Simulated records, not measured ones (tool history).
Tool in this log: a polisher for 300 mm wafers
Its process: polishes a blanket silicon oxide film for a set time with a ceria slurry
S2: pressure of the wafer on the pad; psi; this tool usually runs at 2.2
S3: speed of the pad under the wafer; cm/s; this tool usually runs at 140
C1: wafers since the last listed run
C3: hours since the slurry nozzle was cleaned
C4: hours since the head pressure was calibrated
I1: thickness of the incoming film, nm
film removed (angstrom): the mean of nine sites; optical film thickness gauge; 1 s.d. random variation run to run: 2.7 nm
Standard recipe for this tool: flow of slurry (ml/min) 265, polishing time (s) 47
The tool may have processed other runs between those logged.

run 1 hour=0.0 | flow_of_slurry_(ml/min)=265 S2=2.2 S3=140 polishing_time_(s)=47 | C1=0 wafers_polished_on_this_pad=392 C3=468.0 C4=637.1 | I1=1323.4 | film_removed_(angstrom)=2174
-- hour=0.7 head pressure recalibrated
run 2 hour=69.4 | flow_of_slurry_(ml/min)=265 S2=2.2 S3=140 polishing_time_(s)=47 | C1=900 wafers_polished_on_this_pad=1292 C3=537.4 C4=68.7 | I1=1303.2 | film_removed_(angstrom)=2186
run 3 hour=113.0 | flow_of_slurry_(ml/min)=265 S2=2.2 S3=140 polishing_time_(s)=47 | C1=571 wafers_polished_on_this_pad=1863 C3=581.0 C4=112.3 | I1=1302.1 | film_removed_(angstrom)=2176
-- hour=209.4 worn pad replaced by a new one
run 4 hour=211.7 | flow_of_slurry_(ml/min)=265 S2=2.2 S3=140 polishing_time_(s)=47 | C1=1240 wafers_polished_on_this_pad=29 C3=679.7 C4=211.0 | I1=1347.0 | film_removed_(angstrom)=2149
run 5 hour=284.1 | flow_of_slurry_(ml/min)=265 S2=2.2 S3=140 polishing_time_(s)=47 | C1=948 wafers_polished_on_this_pad=977 C3=752.1 C4=283.4 | I1=1315.4 | film_removed_(angstrom)=2157
run 6 hour=322.2 | flow_of_slurry_(ml/min)=265 S2=2.2 S3=140 polishing_time_(s)=47 | C1=499 wafers_polished_on_this_pad=1477 C3=790.2 C4=321.5 | I1=1332.7 | film_removed_(angstrom)=2188
run 7 hour=393.8 | flow_of_slurry_(ml/min)=265 S2=2.2 S3=102 polishing_time_(s)=47 | C1=937 wafers_polished_on_this_pad=2414 C3=861.8 C4=393.1 | I1=1337.8 | film_removed_(angstrom)=1599
-- hour=442.8 worn pad replaced by a new one
-- hour=450.0 slurry nozzle cleaned
run 8 hour=468.8 | flow_of_slurry_(ml/min)=265 S2=2.2 S3=102 polishing_time_(s)=47 | C1=916 wafers_polished_on_this_pad=327 C3=18.8 C4=468.1 | I1=1316.4 | film_removed_(angstrom)=1534
run 9 hour=567.8 | flow_of_slurry_(ml/min)=335 S2=2.2 S3=140 polishing_time_(s)=47 | C1=1296 wafers_polished_on_this_pad=1624 C3=117.8 C4=567.1 | I1=1331.2 | film_removed_(angstrom)=2159
run 10 hour=623.0 | flow_of_slurry_(ml/min)=265 S2=2.6 S3=140 polishing_time_(s)=47 | C1=723 wafers_polished_on_this_pad=2347 C3=173.0 C4=622.3 | I1=1329.3 | film_removed_(angstrom)=2434
-- hour=635.9 worn pad replaced by a new one
-- hour=644.5 slurry nozzle cleaned, repeated, since the last time left the tool worse
run 11 hour=676.9 | flow_of_slurry_(ml/min)=265 S2=2.6 S3=140 polishing_time_(s)=47 | C1=640 wafers_polished_on_this_pad=524 C3=32.4 C4=676.2 | I1=1338.2 | film_removed_(angstrom)=2718
-- hour=718.5 head pressure recalibrated
run 12 hour=748.3 | flow_of_slurry_(ml/min)=265 S2=1.7 S3=174 polishing_time_(s)=47 | C1=909 wafers_polished_on_this_pad=1433 C3=103.8 C4=29.8 | I1=1296.9 | film_removed_(angstrom)=2229
run 13 hour=821.9 | flow_of_slurry_(ml/min)=265 S2=1.7 S3=174 polishing_time_(s)=47 | C1=964 wafers_polished_on_this_pad=2397 C3=177.4 C4=103.4 | I1=1321.5 | film_removed_(angstrom)=2182
-- hour=839.2 worn pad replaced by a new one
run 14 hour=870.2 | flow_of_slurry_(ml/min)=210 S2=1.5 S3=122 polishing_time_(s)=47 | C1=580 wafers_polished_on_this_pad=405 C3=225.7 C4=151.7 | I1=1348.9 | film_removed_(angstrom)=1307
run 15 hour=965.8 | flow_of_slurry_(ml/min)=220 S2=2.8 S3=140 polishing_time_(s)=61 | C1=1252 wafers_polished_on_this_pad=1657 C3=321.3 C4=247.3 | I1=1338.3 | film_removed_(angstrom)=3562
run 16 hour=1011.3 | flow_of_slurry_(ml/min)=265 S2=2.2 S3=140 polishing_time_(s)=47 | C1=596 wafers_polished_on_this_pad=2253 C3=366.8 C4=292.8 | I1=1328.9 | film_removed_(angstrom)=2245
-- hour=1038.1 worn pad replaced by a new one
run 17 hour=1109.9 | flow_of_slurry_(ml/min)=265 S2=2.2 S3=140 polishing_time_(s)=47 | C1=1239 wafers_polished_on_this_pad=940 C3=465.4 C4=391.4 | I1=1316.8 | film_removed_(angstrom)=2191

Branching from run 17: 5 alternative next runs. What would each branch give?
run A hour=1110.3 | flow_of_slurry_(ml/min)=300 S2=2.2 S3=140 polishing_time_(s)=47 | C1=5 wafers_polished_on_this_pad=946 C3=465.8 C4=391.8 | I1=1306.5 | film_removed_(angstrom)=?
run B hour=1110.3 | flow_of_slurry_(ml/min)=355 S2=1.5 S3=94 polishing_time_(s)=47 | C1=5 wafers_polished_on_this_pad=946 C3=465.8 C4=391.8 | I1=1306.5 | film_removed_(angstrom)=?
run C hour=1110.3 | flow_of_slurry_(ml/min)=265 S2=2.2 S3=160 polishing_time_(s)=47 | C1=5 wafers_polished_on_this_pad=946 C3=465.8 C4=391.8 | I1=1306.5 | film_removed_(angstrom)=?
run D hour=1110.3 | flow_of_slurry_(ml/min)=355 S2=2.7 S3=122 polishing_time_(s)=35 | C1=5 wafers_polished_on_this_pad=946 C3=465.8 C4=391.8 | I1=1306.5 | film_removed_(angstrom)=?
run E hour=1110.3 | flow_of_slurry_(ml/min)=265 S2=1.7 S3=140 polishing_time_(s)=36 | C1=5 wafers_polished_on_this_pad=946 C3=465.8 C4=391.8 | I1=1306.5 | film_removed_(angstrom)=?

run=A film_removed_(angstrom)=2237
run=B film_removed_(angstrom)=1043
run=C film_removed_(angstrom)=2515
run=D film_removed_(angstrom)=1815
run=E film_removed_(angstrom)=1303
With no hidden state in the tool, these same runs would have given:
run=A film_removed_(angstrom)=2293
run=B film_removed_(angstrom)=1065
run=C film_removed_(angstrom)=2587
run=D film_removed_(angstrom)=1853
run=E film_removed_(angstrom)=1340
